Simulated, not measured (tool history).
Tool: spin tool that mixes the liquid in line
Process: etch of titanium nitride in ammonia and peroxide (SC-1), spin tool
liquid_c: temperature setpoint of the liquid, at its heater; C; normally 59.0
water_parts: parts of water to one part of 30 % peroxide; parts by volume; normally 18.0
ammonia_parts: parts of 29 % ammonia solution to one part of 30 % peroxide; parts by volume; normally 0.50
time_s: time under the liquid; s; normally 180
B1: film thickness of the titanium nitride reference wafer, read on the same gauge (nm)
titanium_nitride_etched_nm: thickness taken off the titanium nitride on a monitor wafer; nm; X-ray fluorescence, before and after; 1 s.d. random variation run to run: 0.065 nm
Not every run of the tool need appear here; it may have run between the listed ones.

Run 1, day 0.000: usual settings but water_parts 20.5 parts by volume, time_s 100 s; B1 29.49. Result: titanium_nitride_etched_nm 5.81 nm.
At day 1.383: new drum of ammonia solution connected.
Run 2, day 2.933: usual settings but ammonia_parts 0.40 parts by volume; B1 29.37. Result: titanium_nitride_etched_nm 10.86 nm.
Run 3, day 5.992: usual settings; B1 29.21. Result: titanium_nitride_etched_nm 11.12 nm.
Run 4, day 7.546: usual settings; B1 29.19. Result: titanium_nitride_etched_nm 11.28 nm.
Run 5, day 10.571: usual settings; B1 29.08. Result: titanium_nitride_etched_nm 11.05 nm.
Run 6, day 13.758: usual settings; B1 29.07. Result: titanium_nitride_etched_nm 11.18 nm.
At day 16.350: heated supply line repaired.
Run 7, day 16.371: usual settings; B1 29.02. Result: titanium_nitride_etched_nm 11.13 nm.
At day 16.983: thermometer replaced.
Run 8, day 20.338: usual settings; B1 29.01. Result: titanium_nitride_etched_nm 11.09 nm.
At day 23.138: ammonia flow meter replaced.
At day 23.325: new drum of ammonia solution connected.
Run 9, day 23.554: usual settings; B1 28.94. Result: titanium_nitride_etched_nm 11.08 nm.
Run 10, day 27.479: usual settings but liquid_c 65.5 C, water_parts 12.0 parts by volume, ammonia_parts 0.35 parts by volume, time_s 110 s; B1 28.91. Result: titanium_nitride_etched_nm 12.02 nm.
Run 11, day 31.929: usual settings but liquid_c 64.0 C, water_parts 15.0 parts by volume, time_s 210 s; B1 28.90. Result: titanium_nitride_etched_nm 19.71 nm.
At day 32.008: gauge calibrated.
Run 12, day 35.704: usual settings but water_parts 14.0 parts by volume; B1 29.45. Result: titanium_nitride_etched_nm 12.75 nm.
Run 13, day 38.517: usual settings but time_s 100 s; B1 29.29. Result: titanium_nitride_etched_nm 6.22 nm.
Run 14, day 41.671: usual settings but water_parts 26.0 parts by volume, ammonia_parts 0.45 parts by volume, time_s 270 s; B1 29.13. Result: titanium_nitride_etched_nm 13.41 nm.
Run 15, day 45.283: usual settings; B1 29.00. Result: titanium_nitride_etched_nm 11.08 nm.
Run 16, day 48.108: usual settings but liquid_c 68.0 C, water_parts 21.0 parts by volume; B1 28.88. Result: titanium_nitride_etched_nm 18.10 nm.

What if the next run were any one of these 4? Each begins from the tool's condition after run 16:
Run A, day 48.129: usual settings but time_s 90 s; B1 ?. Result: titanium_nitride_etched_nm ?.
Run B, day 48.129: usual settings but water_parts 23.5 parts by volume, ammonia_parts 0.30 parts by volume; B1 ?. Result: titanium_nitride_etched_nm ?.
Run C, day 48.129: usual settings but liquid_c 50.5 C, ammonia_parts 0.30 parts by volume; B1 ?. Result: titanium_nitride_etched_nm ?.
Run D, day 48.129: usual settings but liquid_c 65.5 C, ammonia_parts 0.45 parts by volume, time_s 95 s; B1 ?. Result: titanium_nitride_etched_nm ?.

run     B1  titanium_nitride_etched_nm
  A  28.89                        5.55
  B  28.89                        8.67
  C  28.89                        5.67
  D  28.89                        8.74
Take away the tool's hidden state, keep each run's random variation, and the runs would have read:
run  titanium_nitride_etched_nm
  A                        5.76
  B                        9.00
  C                        5.89
  D                        9.08
